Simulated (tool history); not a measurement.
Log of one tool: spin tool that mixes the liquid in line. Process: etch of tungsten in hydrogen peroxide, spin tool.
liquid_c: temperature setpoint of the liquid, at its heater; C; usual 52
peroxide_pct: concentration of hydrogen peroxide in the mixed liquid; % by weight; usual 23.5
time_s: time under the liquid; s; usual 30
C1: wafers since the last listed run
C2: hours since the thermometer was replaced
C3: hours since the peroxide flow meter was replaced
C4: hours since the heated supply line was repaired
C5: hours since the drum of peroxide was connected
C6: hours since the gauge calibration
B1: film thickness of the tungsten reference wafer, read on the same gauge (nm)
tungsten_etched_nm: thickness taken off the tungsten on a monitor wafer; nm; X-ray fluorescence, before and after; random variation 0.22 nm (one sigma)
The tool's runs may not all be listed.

Run 1, hour 0: usual settings but liquid_c 55.5 C; C1 0; C2 1933.1; C3 1663; C4 199.6; C5 144.7; C6 352.7; B1 69.99. Result: tungsten_etched_nm 47.09 nm.
Run 2, hour 28.7: usual settings but liquid_c 55.5 C; C1 430; C2 1961.8; C3 1691.7; C4 228.3; C5 173.4; C6 381.4; B1 70. Result: tungsten_etched_nm 47.3 nm.
Run 3, hour 63.3: usual settings but liquid_c 55 C, peroxide_pct 18 % by weight; C1 518; C2 1996.4; C3 1726.3; C4 262.9; C5 208; C6 416; B1 69.98. Result: tungsten_etched_nm 39.74 nm.
Run 4, hour 75.9: usual settings but time_s 20 s; C1 188; C2 2009; C3 1738.9; C4 275.5; C5 220.6; C6 428.6; B1 69.97. Result: tungsten_etched_nm 25.49 nm.
Run 5, hour 105.3: usual settings; C1 440; C2 2038.4; C3 1768.3; C4 304.9; C5 250; C6 458; B1 69.98. Result: tungsten_etched_nm 38.42 nm.
Run 6, hour 124: usual settings; C1 280; C2 2057.1; C3 1787; C4 323.6; C5 268.7; C6 476.7; B1 70.04. Result: tungsten_etched_nm 37.91 nm.
Run 7, hour 149.3: usual settings; C1 379; C2 2082.4; C3 1812.3; C4 348.9; C5 294; C6 502; B1 70.01. Result: tungsten_etched_nm 38.04 nm.
Run 8, hour 164: usual settings; C1 220; C2 2097.1; C3 1827; C4 363.6; C5 308.7; C6 516.7; B1 70.01. Result: tungsten_etched_nm 38.26 nm.
Run 9, hour 199.8: usual settings; C1 536; C2 2132.9; C3 1862.8; C4 399.4; C5 344.5; C6 552.5; B1 69.96. Result: tungsten_etched_nm 38.01 nm.
Run 10, hour 229: usual settings; C1 437; C2 2162.1; C3 1892; C4 428.6; C5 373.7; C6 581.7; B1 69.99. Result: tungsten_etched_nm 38.3 nm.
At hour 233.1: gauge calibrated.
Run 11, hour 245.3: usual settings but liquid_c 56 C; C1 244; C2 2178.4; C3 1908.3; C4 444.9; C5 390; C6 12.2; B1 70.02. Result: tungsten_etched_nm 48.65 nm.
At hour 256.1: new drum of peroxide connected.
At hour 261.8: peroxide flow meter replaced.
Run 12, hour 262.3: usual settings but liquid_c 56 C; C1 224; C2 2195.4; C3 0.5; C4 461.9; C5 6.2; C6 29.2; B1 69.99. Result: tungsten_etched_nm 48.07 nm.
Run 13, hour 276.3: usual settings; C1 209; C2 2209.4; C3 14.5; C4 475.9; C5 20.2; C6 43.2; B1 69.96. Result: tungsten_etched_nm 38.13 nm.
Run 14, hour 295.7: usual settings but liquid_c 61 C, peroxide_pct 26 % by weight, time_s 20 s; C1 290; C2 2228.8; C3 33.9; C4 495.3; C5 39.6; C6 62.6; B1 70.05. Result: tungsten_etched_nm 45.44 nm.
Run 15, hour 308.8: usual settings but peroxide_pct 20 % by weight; C1 196; C2 2241.9; C3 47; C4 508.4; C5 52.7; C6 75.7; B1 70.01. Result: tungsten_etched_nm 34.82 nm.
Run 16, hour 325.2: usual settings but peroxide_pct 18.5 % by weight; C1 245; C2 2258.3; C3 63.4; C4 524.8; C5 69.1; C6 92.1; B1 70.01. Result: tungsten_etched_nm 33.69 nm.
Run 17, hour 349.6: usual settings but liquid_c 58 C, peroxide_pct 21 % by weight, time_s 15 s; C1 365; C2 2282.7; C3 87.8; C4 549.2; C5 93.5; C6 116.5; B1 70.01. Result: tungsten_etched_nm 25.77 nm.
Run 18, hour 378.1: usual settings but peroxide_pct 26 % by weight; C1 427; C2 2311.2; C3 116.3; C4 577.7; C5 122; C6 145; B1 70.02. Result: tungsten_etched_nm 40.11 nm.
Run 19, hour 398.5: usual settings; C1 305; C2 2331.6; C3 136.7; C4 598.1; C5 142.4; C6 165.4; B1 69.99. Result: tungsten_etched_nm 37.88 nm.
At hour 405.1: heated supply line repaired.
Run 20, hour 471.8: usual settings but time_s 15 s; C1 1084; C2 2404.9; C3 210; C4 66.7; C5 215.7; C6 238.7; B1 69.99. Result: tungsten_etched_nm 18.97 nm.
Run 21, hour 493.5: usual settings but liquid_c 48.5 C, peroxide_pct 26 % by weight, time_s 45 s; C1 325; C2 2426.6; C3 231.7; C4 88.4; C5 237.4; C6 260.4; B1 70.03. Result: tungsten_etched_nm 48.43 nm.
At hour 509.9: thermometer replaced.
Run 22, hour 517: usual settings but peroxide_pct 18 % by weight, time_s 20 s; C1 337; C2 7.1; C3 255.2; C4 111.9; C5 260.9; C6 283.9; B1 69.99. Result: tungsten_etched_nm 22.23 nm.
Run 23, hour 552.5: usual settings but liquid_c 43.5 C, peroxide_pct 16.5 % by weight, time_s 15 s; C1 532; C2 42.6; C3 290.7; C4 147.4; C5 296.4; C6 319.4; B1 69.97. Result: tungsten_etched_nm 9.41 nm.
Run 24, hour 574: usual settings but peroxide_pct 26 % by weight; C1 322; C2 64.1; C3 312.2; C4 168.9; C5 317.9; C6 340.9; B1 70.03. Result: tungsten_etched_nm 40.19 nm.
At hour 606.6: new drum of peroxide connected.
Run 25, hour 607.2: usual settings; C1 482; C2 97.3; C3 345.4; C4 202.1; C5 0.6; C6 374.1; B1 70. Result: tungsten_etched_nm 37.88 nm.
Run 26, hour 642.3: usual settings but liquid_c 45.5 C, time_s 45 s; C1 526; C2 132.4; C3 380.5; C4 237.2; C5 35.7; C6 409.2; B1 70.01. Result: tungsten_etched_nm 38.24 nm.
Run 27, hour 734.3: usual settings but liquid_c 56 C; C1 1379; C2 224.4; C3 472.5; C4 329.2; C5 127.7; C6 501.2; B1 70.02. Result: tungsten_etched_nm 48.08 nm.

Forecast each of these 3 alternatives for the next run:
Run A, hour 734.7: usual settings; C1 5; C2 224.8; C3 472.9; C4 329.6; C5 128.1; C6 501.6; B1 ?. Result: tungsten_etched_nm ?.
Run B, hour 734.7: usual settings but peroxide_pct 18.5 % by weight, time_s 15 s; C1 5; C2 224.8; C3 472.9; C4 329.6; C5 128.1; C6 501.6; B1 ?. Result: tungsten_etched_nm ?.
Run C, hour 734.7: usual settings but liquid_c 46.5 C, peroxide_pct 17 % by weight, time_s 50 s; C1 5; C2 224.8; C3 472.9; C4 329.6; C5 128.1; C6 501.6; B1 ?. Result: tungsten_etched_nm ?.

run     B1  tungsten_etched_nm
  A  69.95                38.2
  B  69.95               16.95
  C  69.95               38.63
Without the tool's hidden state the same runs would have given:
run  tungsten_etched_nm
  A                38.2
  B               16.95
  C               38.63
